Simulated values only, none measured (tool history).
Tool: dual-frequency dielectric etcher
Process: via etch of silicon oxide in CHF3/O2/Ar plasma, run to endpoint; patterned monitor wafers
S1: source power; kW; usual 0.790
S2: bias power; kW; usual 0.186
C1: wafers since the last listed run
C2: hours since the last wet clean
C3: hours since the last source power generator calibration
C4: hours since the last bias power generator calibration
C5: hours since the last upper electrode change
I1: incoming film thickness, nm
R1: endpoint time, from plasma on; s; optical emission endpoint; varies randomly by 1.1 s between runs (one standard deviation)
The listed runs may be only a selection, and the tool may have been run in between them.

run,hour,S1,S2,C1,C2,C3,C4,C5,I1,R1
1,0.0,0.790,0.186,0,88.7,1377.8,2446.4,4794.7,587.2,255.2
2,13.0,0.790,0.186,68,101.7,1390.8,2459.4,4807.7,587.7,252.8
3,32.9,0.790,0.186,104,121.6,1410.7,2479.3,4827.6,585.9,251.7
4,134.1,0.790,0.186,529,222.8,1511.9,2580.5,4928.8,593.6,249.4
5,168.2,0.790,0.186,178,256.9,1546.0,2614.6,4962.9,587.1,248.0
6,194.0,0.790,0.186,134,282.7,1571.8,2640.4,4988.7,586.5,244.8
7,222.4,0.790,0.186,148,311.1,1600.2,2668.8,5017.1,584.4,244.9
8,255.8,0.700,0.186,174,344.5,1633.6,2702.2,5050.5,585.2,253.9
# hour 272.7: source power generator calibrated
# hour 293.8: upper electrode replaced, of another model than before
9,294.3,0.790,0.186,70,383.0,21.6,2740.7,0.5,592.5,245.2
10,304.8,0.790,0.186,54,393.5,32.1,2751.2,11.0,592.9,244.5
# hour 339.0: wet clean of the chamber
11,339.5,0.790,0.186,55,0.5,66.8,2785.9,45.7,591.2,257.6
12,347.0,0.790,0.186,39,8.0,74.3,2793.4,53.2,583.1,252.0
13,363.6,0.790,0.217,86,24.6,90.9,2810.0,69.8,589.1,245.4
14,380.5,0.790,0.217,88,41.5,107.8,2826.9,86.7,594.0,244.8
15,408.0,0.790,0.186,143,69.0,135.3,2854.4,114.2,587.2,252.5
16,432.3,0.680,0.208,127,93.3,159.6,2878.7,138.5,583.9,265.1
17,465.3,0.690,0.186,172,126.3,192.6,2911.7,171.5,597.4,274.3
18,498.1,0.960,0.203,171,159.1,225.4,2944.5,204.3,597.1,225.4
19,514.5,0.660,0.202,85,175.5,241.8,2960.9,220.7,591.6,271.8
# hour 541.7: bias power generator calibrated
20,544.9,0.920,0.153,138,205.9,272.2,3.2,251.1,592.9,244.8
21,565.0,0.660,0.186,105,226.0,292.3,23.3,271.2,595.5,275.4
22,593.5,0.790,0.170,149,254.5,320.8,51.8,299.7,588.5,252.7
23,608.3,0.960,0.220,77,269.3,335.6,66.6,314.5,586.6,212.9
24,624.3,0.700,0.141,83,285.3,351.6,82.6,330.5,592.5,283.1
25,649.9,0.790,0.186,133,310.9,377.2,108.2,356.1,590.4,243.6
26,668.6,0.790,0.186,97,329.6,395.9,126.9,374.8,590.1,245.6
# hour 737.4: wet clean of the chamber
27,757.2,0.850,0.232,338,19.8,484.5,215.5,463.4,590.5,232.7
28,828.8,0.890,0.143,374,91.4,556.1,287.1,535.0,592.1,254.7
29,848.5,0.960,0.164,103,111.1,575.8,306.8,554.7,586.0,237.9
30,874.1,0.790,0.186,133,136.7,601.4,332.4,580.3,587.5,250.7
31,908.9,0.790,0.186,182,171.5,636.2,367.2,615.1,590.8,249.4
32,928.0,0.720,0.186,99,190.6,655.3,386.3,634.2,591.8,263.0
33,945.4,0.880,0.186,91,208.0,672.7,403.7,651.6,589.2,238.4
34,980.5,0.660,0.186,183,243.1,707.8,438.8,686.7,589.3,273.7

Each row is a separate what-if for the run after 34, all from the same tool condition, not one after another. Results?
A,981.0,0.670,0.186,2,243.6,708.3,439.3,687.2,594.6,?
B,981.0,0.790,0.149,2,243.6,708.3,439.3,687.2,594.6,?
C,981.0,0.680,0.146,2,243.6,708.3,439.3,687.2,594.6,?
D,981.0,0.650,0.158,2,243.6,708.3,439.3,687.2,594.6,?
E,981.0,0.720,0.230,2,243.6,708.3,439.3,687.2,594.6,?

run,R1
A,273.2
B,265.1
C,288.3
D,289.7
E,248.1
Without the tool's hidden state the same runs would have given:
run,R1
A,281.5
B,273.2
C,297.0
D,298.5
E,255.7

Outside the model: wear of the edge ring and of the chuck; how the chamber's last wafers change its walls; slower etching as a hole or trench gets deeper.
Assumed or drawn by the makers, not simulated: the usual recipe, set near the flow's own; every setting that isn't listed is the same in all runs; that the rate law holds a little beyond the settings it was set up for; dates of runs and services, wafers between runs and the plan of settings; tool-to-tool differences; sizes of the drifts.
